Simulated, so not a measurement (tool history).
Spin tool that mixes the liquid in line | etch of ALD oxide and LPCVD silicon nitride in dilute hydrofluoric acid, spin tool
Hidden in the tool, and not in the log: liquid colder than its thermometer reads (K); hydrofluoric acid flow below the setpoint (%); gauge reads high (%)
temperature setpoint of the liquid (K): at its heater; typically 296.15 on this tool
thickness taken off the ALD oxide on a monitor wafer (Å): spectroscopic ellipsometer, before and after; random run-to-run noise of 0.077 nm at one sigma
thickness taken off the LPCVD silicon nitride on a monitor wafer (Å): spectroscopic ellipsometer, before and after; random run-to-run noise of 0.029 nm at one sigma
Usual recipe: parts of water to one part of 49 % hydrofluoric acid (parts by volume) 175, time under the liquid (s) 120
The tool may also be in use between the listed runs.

run   hour  temperature setpoint of the liquid (K)  parts of water to one part of 49 % hydrofluoric acid (parts by volume)  time under the liquid (s)  wafers since the last listed run  hours since the thermometer was replaced  hours since the hydrofluoric acid flow meter was replaced  hours since the gauge calibration  read-back film thickness of the ALD oxide reference wafer, read on the same gauge (nm)  read-back film thickness of the LPCVD silicon nitride reference wafer, read on the same gauge (nm)  thickness taken off the ALD oxide on a monitor wafer (Å)  thickness taken off the LPCVD silicon nitride on a monitor wafer (Å)
  1      0                                  296.15                                                                     175                        120                                 0                                    2390.9                                                     1154.1                              146.7                                                                                      80                                                                                               60.05                                                     120.2                                                                  2.56
  2   34.9                                  296.15                                                                     175                        120                               377                                    2425.8                                                       1189                              181.6                                                                                      80                                                                                              60.001                                                       119                                                                  2.45
  3   70.9                                  296.15                                                                     175                        120                               389                                    2461.8                                                       1225                              217.6                                                                                      80                                                                                              60.018                                                     118.8                                                                  2.44
  4  105.8                                  296.15                                                                     175                         90                               377                                    2496.7                                                     1259.9                              252.5                                                                                   80.01                                                                                               59.96                                                      88.3                                                                  1.73
  5  138.2                                  296.15                                                                     175                         90                               350                                    2529.1                                                     1292.3                              284.9                                                                                      80                                                                                              60.012                                                        88                                                                  1.89
  6  173.3                                  296.15                                                                     175                         90                               380                                    2564.2                                                     1327.4                                320                                                                                   79.99                                                                                              60.004                                                      88.2                                                                  1.75
  7  205.4                                  296.15                                                                     175                        120                               347                                    2596.3                                                     1359.5                              352.1                                                                                   79.99                                                                                              59.976                                                     118.5                                                                   2.8
  8  231.6                                  292.15                                                                     225                         95                               283                                    2622.5                                                     1385.7                              378.3                                                                                   79.99                                                                                              60.002                                                      59.6                                                                  0.94
     243.9  -- thermometer replaced
     261.1  -- gauge calibrated
     264.5  -- hydrofluoric acid flow meter replaced
  9  267.5                                  291.65                                                                      95                         60                               367                                      23.6                                                          3                                6.4                                                                                      80                                                                                              59.972                                                     109.3                                                                   1.9
 10  299.4                                  296.15                                                                     175                        160                               345                                      55.5                                                       34.9                               38.3                                                                                   79.99                                                                                              60.044                                                     174.5                                                                  4.43
 11  311.4                                  296.15                                                                     175                        120                               129                                      67.5                                                       46.9                               50.3                                                                                   80.02                                                                                              60.005                                                     129.6                                                                  2.46
 12  413.9                                  294.65                                                                     135                        165                              1109                                       170                                                      149.4                              152.8                                                                                   79.99                                                                                              60.013                                                     227.4                                                                  4.73

Expected results for the next run?
 13   432                                  296.15                                                                     175                        120                               195                                     188.1                                                      167.5                              170.9                                                                                       ?                                                                                                   ?                                                         ?                                                                     ?

{"run 13": {"read-back film thickness of the ALD oxide reference wafer, read on the same gauge (nm)": 79.98, "read-back film thickness of the LPCVD silicon nitride reference wafer, read on the same gauge (nm)": 60.021, "thickness taken off the ALD oxide on a monitor wafer (Å)": 130.3, "thickness taken off the LPCVD silicon nitride on a monitor wafer (Å)": 2.76}}
With the hidden condition absent and the run-to-run variation left alone, this run would have shown thickness taken off the ALD oxide on a monitor wafer (Å) 132.2, thickness taken off the LPCVD silicon nitride on a monitor wafer (Å) 2.83.
